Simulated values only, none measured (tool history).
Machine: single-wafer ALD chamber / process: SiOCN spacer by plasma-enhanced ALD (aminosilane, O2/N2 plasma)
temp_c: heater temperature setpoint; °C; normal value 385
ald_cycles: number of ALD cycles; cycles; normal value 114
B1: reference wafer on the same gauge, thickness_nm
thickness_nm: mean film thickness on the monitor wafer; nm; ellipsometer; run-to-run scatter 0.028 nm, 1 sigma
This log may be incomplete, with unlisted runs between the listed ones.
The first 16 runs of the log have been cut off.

Run 17, day 39.204: usual settings; B1 6.580. Result: thickness_nm 6.386 nm.
Run 18, day 40.950: usual settings; B1 6.579. Result: thickness_nm 6.352 nm.
Run 19, day 41.958: usual settings; B1 6.581. Result: thickness_nm 6.358 nm.
Run 20, day 44.017: usual settings but temp_c 396 °C, ald_cycles 119 cycles; B1 6.594. Result: thickness_nm 6.684 nm.
Run 21, day 46.125: usual settings but temp_c 391 °C; B1 6.603. Result: thickness_nm 6.361 nm.
Run 22, day 48.892: usual settings; B1 6.614. Result: thickness_nm 6.417 nm.
Run 23, day 50.188: usual settings but temp_c 380 °C, ald_cycles 93 cycles; B1 6.611. Result: thickness_nm 5.244 nm.
Run 24, day 58.158: usual settings; B1 6.628. Result: thickness_nm 6.459 nm.
Run 25, day 59.167: usual settings; B1 6.640. Result: thickness_nm 6.450 nm.
Run 26, day 61.746: usual settings but temp_c 400 °C, ald_cycles 104 cycles; B1 6.646. Result: thickness_nm 5.877 nm.
Run 27, day 62.821: usual settings but temp_c 370 °C, ald_cycles 102 cycles; B1 6.642. Result: thickness_nm 5.793 nm.
Run 28, day 64.888: usual settings but temp_c 389 °C; B1 6.650. Result: thickness_nm 6.402 nm.
Run 29, day 66.208: usual settings; B1 6.652. Result: thickness_nm 6.500 nm.
Run 30, day 67.812: usual settings but temp_c 373 °C; B1 6.660. Result: thickness_nm 6.461 nm.
Run 31, day 69.129: usual settings but temp_c 373 °C; B1 6.669. Result: thickness_nm 6.483 nm.
Run 32, day 70.271: usual settings; B1 6.663. Result: thickness_nm 6.473 nm.
Run 33, day 73.146: usual settings; B1 6.678. Result: thickness_nm 6.397 nm.
At day 81.771: thermocouple changed; heater temperature recalibrated.
Run 34, day 81.942: usual settings but temp_c 394 °C, ald_cycles 136 cycles; B1 6.706. Result: thickness_nm 7.763 nm.
Run 35, day 84.779: usual settings but ald_cycles 131 cycles; B1 6.723. Result: thickness_nm 7.426 nm.
Run 36, day 86.333: usual settings; B1 6.721. Result: thickness_nm 6.548 nm.
Run 37, day 88.842: usual settings but temp_c 377 °C, ald_cycles 128 cycles; B1 6.717. Result: thickness_nm 7.263 nm.
Run 38, day 90.250: usual settings but ald_cycles 131 cycles; B1 6.734. Result: thickness_nm 7.509 nm.
Run 39, day 91.454: usual settings but temp_c 372 °C, ald_cycles 93 cycles; B1 6.730. Result: thickness_nm 5.327 nm.
Run 40, day 96.779: usual settings but temp_c 378 °C, ald_cycles 97 cycles; B1 6.747. Result: thickness_nm 5.554 nm.
Run 41, day 97.821: usual settings but temp_c 391 °C, ald_cycles 99 cycles; B1 6.747. Result: thickness_nm 5.673 nm.

Below are 5 alternative next runs, each starting from the tool's condition after run 41. Predict each:
Run A, day 97.846: usual settings but ald_cycles 95 cycles; B1 ?. Result: thickness_nm ?.
Run B, day 97.846: usual settings but ald_cycles 127 cycles; B1 ?. Result: thickness_nm ?.
Run C, day 97.846: usual settings but temp_c 396 °C, ald_cycles 95 cycles; B1 ?. Result: thickness_nm ?.
Run D, day 97.846: usual settings but temp_c 398 °C, ald_cycles 123 cycles; B1 ?. Result: thickness_nm ?.
Run E, day 97.846: usual settings but temp_c 393 °C, ald_cycles 130 cycles; B1 ?. Result: thickness_nm ?.

run     B1  thickness_nm
  A  6.752         5.418
  B  6.752         7.243
  C  6.752         5.418
  D  6.752         7.015
  E  6.752         7.414
With no hidden state in the tool, these same runs would have given:
run  thickness_nm
  A         5.250
  B         7.019
  C         5.250
  D         6.798
  E         7.185
